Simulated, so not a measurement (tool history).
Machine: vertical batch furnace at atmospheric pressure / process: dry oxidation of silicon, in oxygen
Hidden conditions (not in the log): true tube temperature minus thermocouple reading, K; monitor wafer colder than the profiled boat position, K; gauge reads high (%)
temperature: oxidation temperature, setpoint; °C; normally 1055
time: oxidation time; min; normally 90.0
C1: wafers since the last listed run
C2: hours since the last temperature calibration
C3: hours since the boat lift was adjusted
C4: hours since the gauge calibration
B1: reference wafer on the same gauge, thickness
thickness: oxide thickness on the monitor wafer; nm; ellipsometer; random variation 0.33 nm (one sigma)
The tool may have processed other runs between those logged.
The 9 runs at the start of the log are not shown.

Run 10, day 22.362: usual settings but temperature 1069 °C, time 99.5 min; C1 211; C2 2810.0; C3 3865.0; C4 1552.8; B1 103.28. Result: thickness 121.11 nm.
Run 11, day 24.575: usual settings but temperature 1069 °C, time 99.5 min; C1 449; C2 2863.1; C3 3918.1; C4 1605.9; B1 103.20. Result: thickness 122.61 nm.
Run 12, day 26.908: usual settings; C1 473; C2 2919.1; C3 3974.1; C4 1661.9; B1 103.04. Result: thickness 102.47 nm.
Run 13, day 28.892: usual settings; C1 402; C2 2966.7; C3 4021.7; C4 1709.5; B1 103.13. Result: thickness 102.39 nm.
Run 14, day 30.975: usual settings but temperature 1067 °C, time 75.5 min; C1 423; C2 3016.7; C3 4071.7; C4 1759.5; B1 103.15. Result: thickness 100.83 nm.
Run 15, day 32.462: usual settings but temperature 1067 °C, time 75.5 min; C1 302; C2 3052.4; C3 4107.4; C4 1795.2; B1 102.96. Result: thickness 101.16 nm.
Run 16, day 35.238: usual settings but temperature 1067 °C, time 75.5 min; C1 563; C2 3119.0; C3 4174.0; C4 1861.8; B1 102.77. Result: thickness 100.25 nm.
Run 17, day 37.271: usual settings but time 116.5 min; C1 412; C2 3167.8; C3 4222.8; C4 1910.6; B1 102.84. Result: thickness 121.16 nm.
Run 18, day 39.058: usual settings but time 116.5 min; C1 362; C2 3210.7; C3 4265.7; C4 1953.5; B1 102.80. Result: thickness 120.93 nm.
Run 19, day 40.700: usual settings but time 116.5 min; C1 333; C2 3250.1; C3 4305.1; C4 1992.9; B1 102.69. Result: thickness 121.16 nm.
Run 20, day 42.512: usual settings but temperature 1075 °C, time 58.5 min; C1 368; C2 3293.6; C3 4348.6; C4 2036.4; B1 102.72. Result: thickness 90.67 nm.
Run 21, day 43.633: usual settings but temperature 1070 °C, time 108.0 min; C1 227; C2 3320.5; C3 4375.5; C4 2063.3; B1 102.48. Result: thickness 128.75 nm.
At day 45.017: gauge calibrated.
Run 22, day 46.021: usual settings but time 49.5 min; C1 484; C2 3377.8; C3 4432.8; C4 24.1; B1 104.00. Result: thickness 70.38 nm.
Run 23, day 47.829: usual settings but time 63.0 min; C1 367; C2 3421.2; C3 4476.2; C4 67.5; B1 104.06. Result: thickness 81.76 nm.
Run 24, day 50.029: usual settings but temperature 1072 °C, time 59.0 min; C1 446; C2 3474.0; C3 4529.0; C4 120.3; B1 103.88. Result: thickness 90.41 nm.
Run 25, day 53.025: usual settings; C1 608; C2 3545.9; C3 4600.9; C4 192.2; B1 103.98. Result: thickness 103.67 nm.
Run 26, day 55.188: usual settings but temperature 1079 °C, time 63.5 min; C1 439; C2 3597.8; C3 4652.8; C4 244.1; B1 103.89. Result: thickness 99.97 nm.

The next listed run, before its measurement:
At day 56.946: thermocouples replaced and temperature profile calibrated.
Run 27, day 56.967: usual settings; C1 158; C2 0.5; C3 4695.5; C4 286.8; B1 ?. Result: thickness ?.

{"run 27": {"B1": 103.91, "thickness": 103.26}}
Without the tool's hidden state the same run would have given thickness 103.31 nm.
